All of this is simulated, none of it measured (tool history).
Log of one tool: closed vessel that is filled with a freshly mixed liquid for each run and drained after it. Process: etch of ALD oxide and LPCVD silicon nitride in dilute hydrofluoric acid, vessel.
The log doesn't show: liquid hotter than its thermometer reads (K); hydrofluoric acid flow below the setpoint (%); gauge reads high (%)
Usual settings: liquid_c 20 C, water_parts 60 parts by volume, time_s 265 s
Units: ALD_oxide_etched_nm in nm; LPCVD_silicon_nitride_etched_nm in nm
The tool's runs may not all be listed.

run,hour,liquid_c,water_parts,time_s,wafers since the last listed run,hours since the thermometer was replaced,hours since the hydrofluoric acid flow meter was replaced,hours since the gauge calibration,"read-back film thickness of the ALD oxide reference wafer, read on the same gauge (nm)","read-back film thickness of the LPCVD silicon nitride reference wafer, read on the same gauge (nm)",ALD_oxide_etched_nm,LPCVD_silicon_nitride_etched_nm
1,0,20,60,265,0,648,285,144.7,70.01,109.975,59.36,1.866
2,8.3,20,60,265,657,656.3,293.3,153,69.99,109.963,58.54,1.867
3,14.6,20,60,265,498,662.6,299.6,159.3,70.01,110.003,58.41,1.804
4,29.6,20,60,265,1187,677.6,314.6,174.3,69.98,110.01,58.33,1.862
5,41.7,20,60,265,957,689.7,326.7,186.4,70.01,109.971,57.95,1.807
6,47.8,20,50,265,482,695.8,332.8,192.5,69.98,110.035,70.69,2.159
7,63.8,20,75,265,1266,711.8,348.8,208.5,69.98,109.999,45.83,1.457
8,75,20,75,265,886,723,360,219.7,69.99,110.004,46.35,1.535
9,87.8,20,75,265,1013,735.8,372.8,232.5,70.02,110.04,45.65,1.497
10,102.1,20,60,265,1132,750.1,387.1,246.8,69.98,109.987,58.46,1.766
11,116.4,24,60,400,1132,764.4,401.4,261.1,69.99,110.014,103.86,3.525
# hour 118.4: gauge calibrated
12,130.4,18.5,30,360,1108,778.4,415.4,12,69.98,109.991,154.18,4.402
13,148.3,20,60,265,1417,796.3,433.3,29.9,69.99,110.008,58.58,1.837
# hour 152.2: hydrofluoric acid flow meter replaced
# hour 153.1: thermometer replaced
14,155.2,20,45,410,399,2.1,3,36.8,70.01,109.992,120.49,3.846
15,165.3,20,60,335,799,12.2,13.1,46.9,70.02,109.967,74.86,2.351
16,177.5,20,60,265,965,24.4,25.3,59.1,69.99,110.024,58.4,1.811
17,189.5,20,60,265,949,36.4,37.3,71.1,70,110.024,58.22,1.766
18,204.8,18.5,45,170,1211,51.7,52.6,86.4,69.99,110.001,47.13,1.408
19,212.3,22.5,50,305,593,59.2,60.1,93.9,70.03,109.995,90.67,3.019
20,229.8,17.5,45,200,1385,76.7,77.6,111.4,70.01,110.001,53.79,1.529

Forecast each of these 3 alternatives for the next run:
A,230.5,20,60,120,55,77.4,78.3,112.1,?,?,?,?
B,230.5,17,50,380,55,77.4,78.3,112.1,?,?,?,?
C,230.5,23.5,50,370,55,77.4,78.3,112.1,?,?,?,?

run,"read-back film thickness of the ALD oxide reference wafer, read on the same gauge (nm)","read-back film thickness of the LPCVD silicon nitride reference wafer, read on the same gauge (nm)",ALD_oxide_etched_nm,LPCVD_silicon_nitride_etched_nm
A,70,110.011,26.38,0.829
B,70,110.011,89.19,2.539
C,70,110.011,114.39,3.881
Without the tool's hidden state the same runs would have given:
run,ALD_oxide_etched_nm,LPCVD_silicon_nitride_etched_nm
A,26.38,0.829
B,89.19,2.539
C,114.39,3.881
